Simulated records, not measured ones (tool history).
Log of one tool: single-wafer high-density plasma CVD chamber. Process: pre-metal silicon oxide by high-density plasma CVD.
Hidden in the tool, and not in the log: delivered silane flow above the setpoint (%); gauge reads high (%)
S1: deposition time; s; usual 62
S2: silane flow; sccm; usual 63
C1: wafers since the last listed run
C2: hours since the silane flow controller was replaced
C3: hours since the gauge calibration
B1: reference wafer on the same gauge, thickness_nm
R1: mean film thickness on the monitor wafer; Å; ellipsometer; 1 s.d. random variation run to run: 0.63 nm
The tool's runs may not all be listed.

Run 1, hour 0: usual settings but S1 56 s; C1 0; C2 3614.9; C3 76.6; B1 386.977. Result: R1 3783.85 Å.
Run 2, hour 8.5: usual settings; C1 207; C2 3623.4; C3 85.1; B1 387.09. Result: R1 4195.36 Å.
Run 3, hour 16.6: usual settings; C1 197; C2 3631.5; C3 93.2; B1 386.846. Result: R1 4187.75 Å.
Run 4, hour 31.4: usual settings but S1 56 s, S2 69 sccm; C1 360; C2 3646.3; C3 108; B1 386.997. Result: R1 4052.76 Å.
Run 5, hour 83.4: usual settings but S1 56 s, S2 69 sccm; C1 1266; C2 3698.3; C3 160; B1 387.029. Result: R1 4043.69 Å.
Run 6, hour 93.1: usual settings but S1 56 s, S2 69 sccm; C1 236; C2 3708; C3 169.7; B1 387.148. Result: R1 4043.23 Å.
At hour 94.3: gauge calibrated.
Run 7, hour 115.9: usual settings; C1 555; C2 3730.8; C3 21.6; B1 386.849. Result: R1 4193.55 Å.
Run 8, hour 132.8: usual settings; C1 411; C2 3747.7; C3 38.5; B1 387.011. Result: R1 4190.3 Å.
Run 9, hour 143.4: usual settings; C1 258; C2 3758.3; C3 49.1; B1 387.037. Result: R1 4193.61 Å.
Run 10, hour 153.2: usual settings; C1 238; C2 3768.1; C3 58.9; B1 387.017. Result: R1 4182.17 Å.
Run 11, hour 170.3: usual settings; C1 416; C2 3785.2; C3 76; B1 386.72. Result: R1 4187.61 Å.
Run 12, hour 187.4: usual settings; C1 416; C2 3802.3; C3 93.1; B1 386.905. Result: R1 4183.65 Å.
Run 13, hour 201.1: usual settings; C1 333; C2 3816; C3 106.8; B1 387.191. Result: R1 4175.14 Å.
Run 14, hour 208: usual settings; C1 168; C2 3822.9; C3 113.7; B1 386.938. Result: R1 4187.41 Å.
At hour 220.4: silane flow controller replaced.
Run 15, hour 223.7: usual settings but S1 50.4 s, S2 66 sccm; C1 187; C2 3.3; C3 129.4; B1 387.108. Result: R1 3513.35 Å.
Run 16, hour 234.7: usual settings but S1 71.9 s, S2 68 sccm; C1 267; C2 14.3; C3 140.4; B1 386.931. Result: R1 5138.95 Å.
Run 17, hour 243.9: usual settings but S1 66.2 s, S2 52 sccm; C1 224; C2 23.5; C3 149.6; B1 387.094. Result: R1 3886.78 Å.
Run 18, hour 265.3: usual settings but S2 68 sccm; C1 521; C2 44.9; C3 171; B1 386.919. Result: R1 4434.01 Å.
At hour 266.1: gauge calibrated.
Run 19, hour 279.6: usual settings but S1 50.2 s, S2 72 sccm; C1 348; C2 59.2; C3 13.5; B1 386.916. Result: R1 3750.23 Å.
Run 20, hour 286.9: usual settings; C1 177; C2 66.5; C3 20.8; B1 387.053. Result: R1 4183.1 Å.
Run 21, hour 293.9: usual settings but S1 52.9 s, S2 74 sccm; C1 170; C2 73.5; C3 27.8; B1 386.863. Result: R1 4035.07 Å.
Run 22, hour 341.8: usual settings; C1 1166; C2 121.4; C3 75.7; B1 387.129. Result: R1 4188.96 Å.
Run 23, hour 351.4: usual settings but S1 49.9 s, S2 75 sccm; C1 233; C2 131; C3 85.3; B1 386.943. Result: R1 3831.66 Å.
Run 24, hour 365.2: usual settings but S1 57.4 s, S2 66 sccm; C1 336; C2 144.8; C3 99.1; B1 387.056. Result: R1 4011.03 Å.

5 options for the next run, each taken on its own from the tool as it stands now. Forecast them:
Run A, hour 365.6: usual settings but S2 57 sccm; C1 9; C2 145.2; C3 99.5; B1 ?. Result: R1 ?.
Run B, hour 365.6: usual settings but S1 49.7 s; C1 9; C2 145.2; C3 99.5; B1 ?. Result: R1 ?.
Run C, hour 365.6: usual settings but S1 56 s, S2 54 sccm; C1 9; C2 145.2; C3 99.5; B1 ?. Result: R1 ?.
Run D, hour 365.6: usual settings but S1 73.5 s; C1 9; C2 145.2; C3 99.5; B1 ?. Result: R1 ?.
Run E, hour 365.6: usual settings but S1 52 s; C1 9; C2 145.2; C3 99.5; B1 ?. Result: R1 ?.

run       B1       R1
  A  387.043  3900.37
  B  387.043  3362.66
  C  387.043  3389.92
  D  387.043  4972.94
  E  387.043  3518.27
Take away the tool's hidden state, keep each run's random variation, and the runs would have read:
run       R1
  A  3900.37
  B  3362.66
  C  3389.92
  D  4972.94
  E  3518.27

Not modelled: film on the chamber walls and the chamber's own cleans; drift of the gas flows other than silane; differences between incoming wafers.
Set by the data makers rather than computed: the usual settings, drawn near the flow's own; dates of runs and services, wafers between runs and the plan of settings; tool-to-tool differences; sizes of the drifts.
